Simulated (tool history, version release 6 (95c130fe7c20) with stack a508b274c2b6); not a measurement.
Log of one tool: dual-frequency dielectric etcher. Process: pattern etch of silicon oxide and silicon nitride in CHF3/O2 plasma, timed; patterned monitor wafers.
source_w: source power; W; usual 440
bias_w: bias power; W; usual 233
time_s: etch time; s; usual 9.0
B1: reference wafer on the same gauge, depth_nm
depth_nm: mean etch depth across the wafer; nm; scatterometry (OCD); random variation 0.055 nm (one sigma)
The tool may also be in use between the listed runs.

Run 1, hour 0.0: usual settings; B1 15.00. Result: depth_nm 13.68 nm.
Run 2, hour 17.1: usual settings; B1 15.00. Result: depth_nm 13.78 nm.
Run 3, hour 27.4: usual settings; B1 14.98. Result: depth_nm 13.89 nm.
Run 4, hour 51.4: usual settings; B1 14.99. Result: depth_nm 13.85 nm.
Run 5, hour 62.2: usual settings; B1 15.00. Result: depth_nm 13.74 nm.
Run 6, hour 70.7: usual settings; B1 14.99. Result: depth_nm 13.69 nm.
Run 7, hour 78.4: usual settings; B1 14.99. Result: depth_nm 13.88 nm.
Run 8, hour 118.4: usual settings; B1 15.01. Result: depth_nm 14.24 nm.
Run 9, hour 118.8: usual settings; B1 15.00. Result: depth_nm 14.12 nm.
Run 10, hour 119.1: usual settings; B1 15.01. Result: depth_nm 14.22 nm.
Run 11, hour 119.4: usual settings; B1 15.01. Result: depth_nm 14.17 nm.
Run 12, hour 131.6: usual settings but source_w 380 W, bias_w 268 W, time_s 6.5 s; B1 15.01. Result: depth_nm 10.32 nm.
Run 13, hour 144.1: usual settings; B1 14.98. Result: depth_nm 14.28 nm.
Run 14, hour 153.2: usual settings but source_w 510 W, bias_w 198 W, time_s 8.0 s; B1 15.02. Result: depth_nm 12.51 nm.
Run 15, hour 184.8: usual settings but source_w 350 W, time_s 8.0 s; B1 15.03. Result: depth_nm 10.65 nm.
Run 16, hour 185.1: usual settings; B1 14.99. Result: depth_nm 13.35 nm.
Run 17, hour 186.2: usual settings but bias_w 274 W; B1 14.99. Result: depth_nm 14.75 nm.
Run 18, hour 198.0: usual settings but source_w 340 W, bias_w 217 W, time_s 7.5 s; B1 15.01. Result: depth_nm 9.41 nm.
Run 19, hour 225.4: usual settings but source_w 380 W, bias_w 179 W, time_s 6.5 s; B1 15.00. Result: depth_nm 7.70 nm.
Run 20, hour 237.8: usual settings; B1 14.97. Result: depth_nm 13.48 nm.
Run 21, hour 250.0: usual settings; B1 14.99. Result: depth_nm 13.53 nm.
Run 22, hour 256.9: usual settings but bias_w 265 W; B1 15.01. Result: depth_nm 14.35 nm.
Run 23, hour 269.6: usual settings; B1 14.98. Result: depth_nm 13.44 nm.

Taken out of this log: 6 entries between the listed runs. Where each belongs, and how the hidden state differs across it:
Between runs 7 and 8: upper electrode replaced (hour 106.1); wet clean of the chamber (hour 117.9)
  etch rate over this chamber's usual, %: 3.51 -> 6.4
  measured less the result without the state, depth_nm: +0.47 -> +0.86 nm
Between runs 11 and 12: bias power generator calibrated (hour 127.8)
  etch rate over this chamber's usual, %: 6.41 -> 6.5
  measured less the result without the state, depth_nm: +0.85 -> +0.63 nm
Between runs 14 and 15: wet clean of the chamber, repeated, since the last time left the tool worse (hour 184.3)
  etch rate over this chamber's usual, %: 6.66 -> 0.418
  measured less the result without the state, depth_nm: +0.78 -> +0.04 nm
Between runs 17 and 18: source power generator calibrated (hour 197.5)
  etch rate over this chamber's usual, %: 0.429 -> 0.517
  measured less the result without the state, depth_nm: +0.06 -> +0.05 nm
Between runs 18 and 19: gauge calibrated (hour 211.5)
  etch rate over this chamber's usual, %: 0.517 -> 0.723
  measured less the result without the state, depth_nm: +0.05 -> +0.06 nm

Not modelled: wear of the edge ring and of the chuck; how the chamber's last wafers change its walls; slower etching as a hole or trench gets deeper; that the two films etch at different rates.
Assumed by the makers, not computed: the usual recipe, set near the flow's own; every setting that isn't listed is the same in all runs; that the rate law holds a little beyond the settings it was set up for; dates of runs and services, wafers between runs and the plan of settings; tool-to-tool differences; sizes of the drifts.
